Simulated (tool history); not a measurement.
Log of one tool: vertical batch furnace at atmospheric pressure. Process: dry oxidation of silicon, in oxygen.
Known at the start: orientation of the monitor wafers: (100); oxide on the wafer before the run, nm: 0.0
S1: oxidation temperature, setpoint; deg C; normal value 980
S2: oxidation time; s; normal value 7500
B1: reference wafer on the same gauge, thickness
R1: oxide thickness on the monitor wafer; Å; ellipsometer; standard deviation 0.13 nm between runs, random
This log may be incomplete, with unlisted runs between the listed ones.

run   hour    S1     S2     B1      R1
  1    0.0   980   7500  59.12   750.9
  2   25.7   980   7500  59.10   752.2
      28.7  -- gauge calibrated
  3   46.0   980   7500  59.12   749.9
  4   61.0   980   7500  59.10   751.9
  5   83.4   980   7500  59.08   750.2
  6  117.8   980   7500  59.10   752.1
  7  135.2   980   7500  59.11   753.0
  8  164.9   980   7500  59.09   751.4
  9  181.7   980   7500  59.10   750.4
 10  211.9   980   7500  59.12   750.3
 11  230.0   980   7500  59.08   753.4
 12  247.5   980   7500  59.09   751.5
 13  277.7   980   7500  59.12   753.1
 14  291.7   980   7500  59.11   753.3
     323.9  -- boat lift adjusted
     339.5  -- thermocouples replaced and temperature profile calibrated
 15  340.0   956   6060  59.11   544.2
 16  345.4   958   4170  59.09   431.0
 17  375.1   980   6180  59.12   670.4
 18  398.3   980   7500  59.10   769.4
     490.8  -- gauge calibrated
     520.6  -- thermocouples replaced and temperature profile calibrated, repeated, since the last time left the tool worse
 19  521.1  1002   5040  59.12   679.1
 20  526.5   980   7500  59.11   727.7
 21  548.3   986   5670  59.12   631.6
 22  579.0   980   7500  59.10   726.3
 23  608.8   991   7500  59.12   801.8
 24  644.7   998  10560  59.08  1089.1
 25  659.3   970   3780  59.11   420.8
 26  691.0   980   7500  59.14   727.1
 27  704.6   980   4470  59.10   508.6
 28  731.7   992   4410  59.07   565.2

Consider 3 possible next runs. They are alternatives, not a sequence: every one starts from the tool as it was left by run 28. What does each give?
  A  737.2  980   7500   ?   ?
  B  737.2  980  10860   ?   ?
  C  737.2  999   4380   ?   ?

run     B1     R1
  A  59.11  728.1
  B  59.11  947.0
  C  59.11  601.8
With the hidden condition removed and each run's random variation left untouched, the same runs would have given:
run     R1
  A  725.6
  B  943.8
  C  599.2
